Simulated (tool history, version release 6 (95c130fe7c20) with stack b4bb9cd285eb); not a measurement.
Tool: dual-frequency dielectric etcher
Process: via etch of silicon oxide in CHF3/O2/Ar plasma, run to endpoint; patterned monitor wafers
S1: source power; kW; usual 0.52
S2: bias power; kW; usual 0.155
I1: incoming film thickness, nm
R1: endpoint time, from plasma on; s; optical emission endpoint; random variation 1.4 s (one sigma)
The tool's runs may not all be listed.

{"run": 1, "hour": 0.0, "S1": 0.45, "S2": 0.155, "I1": 637.4, "R1": 331.8}
{"run": 2, "hour": 35.3, "S1": 0.45, "S2": 0.155, "I1": 641.5, "R1": 332.5}
{"run": 3, "hour": 53.2, "S1": 0.45, "S2": 0.155, "I1": 642.8, "R1": 334.2}
{"run": 4, "hour": 71.2, "S1": 0.52, "S2": 0.155, "I1": 637.2, "R1": 315.6}
{"run": 5, "hour": 83.9, "S1": 0.52, "S2": 0.155, "I1": 633.1, "R1": 312.6}
{"run": 6, "hour": 103.8, "S1": 0.55, "S2": 0.132, "I1": 641.4, "R1": 329.4}
{"run": 7, "hour": 137.9, "S1": 0.55, "S2": 0.132, "I1": 643.1, "R1": 333}
{"run": 8, "hour": 158.8, "S1": 0.52, "S2": 0.155, "I1": 638.1, "R1": 314.8}
{"run": 9, "hour": 185.1, "S1": 0.48, "S2": 0.155, "I1": 637.3, "R1": 324.5}
{"run": 10, "hour": 197.1, "S1": 0.48, "S2": 0.155, "I1": 646.7, "R1": 327.8}
{"run": 11, "hour": 210.8, "S1": 0.48, "S2": 0.155, "I1": 641.6, "R1": 323.4}
{"run": 12, "hour": 232.8, "S1": 0.52, "S2": 0.155, "I1": 636.4, "R1": 316.8}
{"hour": 265.3, "done": "wet clean of the chamber"}
{"run": 13, "hour": 265.8, "S1": 0.52, "S2": 0.155, "I1": 639.9, "R1": 315.5}
{"hour": 293.5, "done": "upper electrode replaced"}
{"run": 14, "hour": 294.0, "S1": 0.52, "S2": 0.155, "I1": 646.4, "R1": 317.7}
{"run": 15, "hour": 306.7, "S1": 0.58, "S2": 0.141, "I1": 639.3, "R1": 315.6}

The next listed run, before its measurement:
{"hour": 313.3, "done": "bias power generator calibrated"}
{"run": 16, "hour": 335.4, "S1": 0.52, "S2": 0.191, "I1": 637.6, "R1": "?"}

Run 16 gave R1 291.6 s.
Without the tool's hidden state the same run would have given R1 291.6 s.

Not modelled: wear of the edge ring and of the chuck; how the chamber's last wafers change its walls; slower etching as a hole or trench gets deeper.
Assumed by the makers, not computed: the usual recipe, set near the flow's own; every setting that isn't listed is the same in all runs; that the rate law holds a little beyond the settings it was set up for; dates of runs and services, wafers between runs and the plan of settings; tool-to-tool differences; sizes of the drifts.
